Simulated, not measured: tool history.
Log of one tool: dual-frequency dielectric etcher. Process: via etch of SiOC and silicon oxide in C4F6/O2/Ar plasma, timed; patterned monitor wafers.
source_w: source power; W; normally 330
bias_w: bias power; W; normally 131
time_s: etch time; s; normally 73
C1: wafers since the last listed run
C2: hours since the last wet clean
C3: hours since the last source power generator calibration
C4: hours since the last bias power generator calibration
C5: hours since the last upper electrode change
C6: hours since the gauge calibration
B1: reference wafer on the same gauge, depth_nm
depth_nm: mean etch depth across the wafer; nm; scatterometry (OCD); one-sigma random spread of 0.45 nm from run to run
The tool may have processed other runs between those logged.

{"run": 1, "hour": 0.0, "source_w": 330, "bias_w": 131, "time_s": 59.5, "C1": 0, "C2": 257.9, "C3": 383.1, "C4": 2863.8, "C5": 3989.8, "C6": 616.3, "B1": 59.2, "depth_nm": 55.8}
{"run": 2, "hour": 60.7, "source_w": 330, "bias_w": 131, "time_s": 73, "C1": 471, "C2": 318.6, "C3": 443.8, "C4": 2924.5, "C5": 4050.5, "C6": 677, "B1": 59.2, "depth_nm": 68.5}
{"hour": 115.2, "done": "wet clean of the chamber"}
{"run": 3, "hour": 141.4, "source_w": 330, "bias_w": 131, "time_s": 73, "C1": 440, "C2": 26.2, "C3": 524.5, "C4": 3005.2, "C5": 4131.2, "C6": 757.7, "B1": 59.2, "depth_nm": 68.8}
{"run": 4, "hour": 215.6, "source_w": 330, "bias_w": 131, "time_s": 73, "C1": 575, "C2": 100.4, "C3": 598.7, "C4": 3079.4, "C5": 4205.4, "C6": 831.9, "B1": 59.1, "depth_nm": 69.3}
{"run": 5, "hour": 279.6, "source_w": 330, "bias_w": 131, "time_s": 73, "C1": 496, "C2": 164.4, "C3": 662.7, "C4": 3143.4, "C5": 4269.4, "C6": 895.9, "B1": 59.3, "depth_nm": 68.1}
{"run": 6, "hour": 358.0, "source_w": 330, "bias_w": 131, "time_s": 73, "C1": 608, "C2": 242.8, "C3": 741.1, "C4": 3221.8, "C5": 4347.8, "C6": 974.3, "B1": 59.1, "depth_nm": 69}
{"run": 7, "hour": 405.0, "source_w": 330, "bias_w": 131, "time_s": 73, "C1": 364, "C2": 289.8, "C3": 788.1, "C4": 3268.8, "C5": 4394.8, "C6": 1021.3, "B1": 59.2, "depth_nm": 69}
{"run": 8, "hour": 481.4, "source_w": 330, "bias_w": 131, "time_s": 73, "C1": 592, "C2": 366.2, "C3": 864.5, "C4": 3345.2, "C5": 4471.2, "C6": 1097.7, "B1": 59.2, "depth_nm": 68.8}
{"hour": 583.6, "done": "wet clean of the chamber"}
{"run": 9, "hour": 627.1, "source_w": 330, "bias_w": 131, "time_s": 73, "C1": 944, "C2": 43.5, "C3": 1010.2, "C4": 3490.9, "C5": 4616.9, "C6": 1243.4, "B1": 59.2, "depth_nm": 68}
{"run": 10, "hour": 670.4, "source_w": 330, "bias_w": 131, "time_s": 73, "C1": 336, "C2": 86.8, "C3": 1053.5, "C4": 3534.2, "C5": 4660.2, "C6": 1286.7, "B1": 59.2, "depth_nm": 68.4}
{"run": 11, "hour": 719.0, "source_w": 280, "bias_w": 131, "time_s": 73, "C1": 377, "C2": 135.4, "C3": 1102.1, "C4": 3582.8, "C5": 4708.8, "C6": 1335.3, "B1": 59.2, "depth_nm": 65.5}
{"hour": 751.0, "done": "gauge calibrated"}
{"run": 12, "hour": 768.3, "source_w": 280, "bias_w": 131, "time_s": 73, "C1": 382, "C2": 184.7, "C3": 1151.4, "C4": 3632.1, "C5": 4758.1, "C6": 17.3, "B1": 59.2, "depth_nm": 65.6}
{"run": 13, "hour": 818.8, "source_w": 330, "bias_w": 131, "time_s": 73, "C1": 391, "C2": 235.2, "C3": 1201.9, "C4": 3682.6, "C5": 4808.6, "C6": 67.8, "B1": 59.2, "depth_nm": 68.6}
{"run": 14, "hour": 925.5, "source_w": 330, "bias_w": 147, "time_s": 73, "C1": 828, "C2": 341.9, "C3": 1308.6, "C4": 3789.3, "C5": 4915.3, "C6": 174.5, "B1": 59.2, "depth_nm": 71}
{"run": 15, "hour": 994.6, "source_w": 400, "bias_w": 120, "time_s": 88.5, "C1": 536, "C2": 411, "C3": 1377.7, "C4": 3858.4, "C5": 4984.4, "C6": 243.6, "B1": 59.2, "depth_nm": 87.3}
{"hour": 1000.0, "done": "bias power generator calibrated"}
{"hour": 1063.5, "done": "wet clean of the chamber"}
{"run": 16, "hour": 1064.0, "source_w": 360, "bias_w": 114, "time_s": 73, "C1": 321, "C2": 0.5, "C3": 1447.1, "C4": 64, "C5": 5053.8, "C6": 313, "B1": 59.2, "depth_nm": 68.5}
{"run": 17, "hour": 1087.8, "source_w": 280, "bias_w": 131, "time_s": 73, "C1": 184, "C2": 24.3, "C3": 1470.9, "C4": 87.8, "C5": 5077.6, "C6": 336.8, "B1": 59.2, "depth_nm": 65.2}
{"hour": 1121.4, "done": "source power generator calibrated"}
{"run": 18, "hour": 1150.2, "source_w": 280, "bias_w": 131, "time_s": 73, "C1": 453, "C2": 86.7, "C3": 28.8, "C4": 150.2, "C5": 5140, "C6": 399.2, "B1": 59.2, "depth_nm": 65.6}
{"run": 19, "hour": 1236.3, "source_w": 300, "bias_w": 163, "time_s": 73, "C1": 668, "C2": 172.8, "C3": 114.9, "C4": 236.3, "C5": 5226.1, "C6": 485.3, "B1": 59.2, "depth_nm": 70.9}
{"run": 20, "hour": 1287.5, "source_w": 280, "bias_w": 149, "time_s": 88.5, "C1": 397, "C2": 224, "C3": 166.1, "C4": 287.5, "C5": 5277.3, "C6": 536.5, "B1": 59.2, "depth_nm": 81.5}
{"hour": 1544.5, "done": "wet clean of the chamber"}
{"run": 21, "hour": 1569.8, "source_w": 250, "bias_w": 114, "time_s": 90.5, "C1": 2004, "C2": 25.3, "C3": 448.4, "C4": 569.8, "C5": 5559.6, "C6": 818.8, "B1": 59.1, "depth_nm": 75.1}
{"hour": 1637.4, "done": "upper electrode replaced"}
{"run": 22, "hour": 1637.9, "source_w": 280, "bias_w": 131, "time_s": 84.5, "C1": 342, "C2": 93.4, "C3": 516.5, "C4": 637.9, "C5": 0.5, "C6": 886.9, "B1": 59.2, "depth_nm": 75.4}
{"run": 23, "hour": 1655.6, "source_w": 330, "bias_w": 131, "time_s": 73, "C1": 137, "C2": 111.1, "C3": 534.2, "C4": 655.6, "C5": 18.2, "C6": 904.6, "B1": 59.2, "depth_nm": 68.3}
{"run": 24, "hour": 1754.8, "source_w": 350, "bias_w": 131, "time_s": 73, "C1": 769, "C2": 210.3, "C3": 633.4, "C4": 754.8, "C5": 117.4, "C6": 1003.8, "B1": 59.2, "depth_nm": 70.3}
{"run": 25, "hour": 1850.1, "source_w": 400, "bias_w": 99, "time_s": 54.5, "C1": 739, "C2": 305.6, "C3": 728.7, "C4": 850.1, "C5": 212.7, "C6": 1099.1, "B1": 59.2, "depth_nm": 51}
{"run": 26, "hour": 1926.1, "source_w": 330, "bias_w": 131, "time_s": 73, "C1": 589, "C2": 381.6, "C3": 804.7, "C4": 926.1, "C5": 288.7, "C6": 1175.1, "B1": 59.3, "depth_nm": 68.1}
{"hour": 2004.8, "done": "wet clean of the chamber"}
{"run": 27, "hour": 2016.2, "source_w": 330, "bias_w": 123, "time_s": 73, "C1": 513, "C2": 11.4, "C3": 894.8, "C4": 1016.2, "C5": 378.8, "C6": 1265.2, "B1": 59.2, "depth_nm": 67.2}
{"run": 28, "hour": 2054.8, "source_w": 300, "bias_w": 131, "time_s": 92, "C1": 299, "C2": 50, "C3": 933.4, "C4": 1054.8, "C5": 417.4, "C6": 1303.8, "B1": 59.2, "depth_nm": 84.6}
{"run": 29, "hour": 2127.3, "source_w": 290, "bias_w": 102, "time_s": 73, "C1": 562, "C2": 122.5, "C3": 1005.9, "C4": 1127.3, "C5": 489.9, "C6": 1376.3, "B1": 59.2, "depth_nm": 62.5}

Across each entry between runs, compare the hidden state at the last listed run before it with the hidden state at the first listed run after it:
Runs 2 to 3: wet clean of the chamber (hour 115.2)
  the hidden state is the same at both runs
Runs 8 to 9: wet clean of the chamber (hour 583.6)
  the hidden state is the same at both runs
Runs 11 to 12: gauge calibrated (hour 751)
  the hidden state is the same at both runs
Runs 15 to 16: bias power generator calibrated (hour 1000); wet clean of the chamber (hour 1063.5)
  the hidden state is the same at both runs
Runs 17 to 18: source power generator calibrated (hour 1121.4)
  the hidden state is the same at both runs
Runs 20 to 21: wet clean of the chamber (hour 1544.5)
  the hidden state is the same at both runs
Runs 21 to 22: upper electrode replaced (hour 1637.4)
  the hidden state is the same at both runs
Runs 26 to 27: wet clean of the chamber (hour 2004.8)
  the hidden state is the same at both runs
